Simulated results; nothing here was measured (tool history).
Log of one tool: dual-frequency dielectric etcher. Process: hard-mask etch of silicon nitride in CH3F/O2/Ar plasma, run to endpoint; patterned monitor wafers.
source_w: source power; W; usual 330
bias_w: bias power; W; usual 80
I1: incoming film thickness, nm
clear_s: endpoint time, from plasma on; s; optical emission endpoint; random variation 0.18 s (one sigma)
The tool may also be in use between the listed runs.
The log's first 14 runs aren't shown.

{"run": 15, "hour": 895.5, "source_w": 330, "bias_w": 80, "I1": 34.46, "clear_s": 50.4}
{"run": 16, "hour": 969.0, "source_w": 330, "bias_w": 80, "I1": 34.36, "clear_s": 50.0}
{"run": 17, "hour": 1279.6, "source_w": 330, "bias_w": 80, "I1": 34.49, "clear_s": 50.2}
{"run": 18, "hour": 1580.9, "source_w": 260, "bias_w": 80, "I1": 34.84, "clear_s": 55.0}
{"hour": 1622.7, "done": "wet clean of the chamber"}
{"run": 19, "hour": 1651.2, "source_w": 260, "bias_w": 87, "I1": 34.49, "clear_s": 52.7}
{"run": 20, "hour": 1742.9, "source_w": 250, "bias_w": 66, "I1": 34.31, "clear_s": 59.7}
{"run": 21, "hour": 1820.0, "source_w": 330, "bias_w": 80, "I1": 34.64, "clear_s": 50.6}
{"run": 22, "hour": 1870.3, "source_w": 370, "bias_w": 88, "I1": 34.43, "clear_s": 46.6}
{"run": 23, "hour": 1914.2, "source_w": 280, "bias_w": 100, "I1": 34.42, "clear_s": 48.3}
{"run": 24, "hour": 2223.0, "source_w": 330, "bias_w": 80, "I1": 34.39, "clear_s": 50.1}
{"run": 25, "hour": 2303.1, "source_w": 260, "bias_w": 89, "I1": 34.57, "clear_s": 52.8}
{"run": 26, "hour": 2345.7, "source_w": 290, "bias_w": 93, "I1": 34.47, "clear_s": 49.5}
{"hour": 2579.6, "done": "wet clean of the chamber"}
{"run": 27, "hour": 2580.1, "source_w": 330, "bias_w": 80, "I1": 34.51, "clear_s": 50.5}
{"run": 28, "hour": 2609.0, "source_w": 330, "bias_w": 93, "I1": 34.4, "clear_s": 47.5}
{"hour": 2789.8, "done": "bias power generator calibrated"}
{"run": 29, "hour": 2886.8, "source_w": 310, "bias_w": 86, "I1": 34.83, "clear_s": 50.2}
{"run": 30, "hour": 2946.6, "source_w": 290, "bias_w": 80, "I1": 34.4, "clear_s": 52.5}
{"run": 31, "hour": 2997.7, "source_w": 290, "bias_w": 90, "I1": 34.89, "clear_s": 50.7}
{"run": 32, "hour": 3079.7, "source_w": 360, "bias_w": 74, "I1": 34.55, "clear_s": 50.7}
{"run": 33, "hour": 3177.2, "source_w": 380, "bias_w": 62, "I1": 34.61, "clear_s": 53.0}
{"run": 34, "hour": 3283.6, "source_w": 330, "bias_w": 90, "I1": 34.39, "clear_s": 47.7}
{"run": 35, "hour": 3353.0, "source_w": 330, "bias_w": 61, "I1": 34.44, "clear_s": 56.1}
{"hour": 3439.0, "done": "wet clean of the chamber"}
{"run": 36, "hour": 3459.5, "source_w": 400, "bias_w": 80, "I1": 34.28, "clear_s": 46.7}

3 ways to go on from here, each from the tool as it stands after run 36. What would each give?
{"run": "A", "hour": 3459.9, "source_w": 380, "bias_w": 80, "I1": 34.76, "clear_s": "?"}
{"run": "B", "hour": 3459.9, "source_w": 360, "bias_w": 100, "I1": 34.76, "clear_s": "?"}
{"run": "C", "hour": 3459.9, "source_w": 380, "bias_w": 61, "I1": 34.76, "clear_s": "?"}

run=A clear_s=48.4
run=B clear_s=45.1
run=C clear_s=54.0
Without the tool's hidden state the same runs would have given:
run=A clear_s=48.3
run=B clear_s=44.9
run=C clear_s=53.8
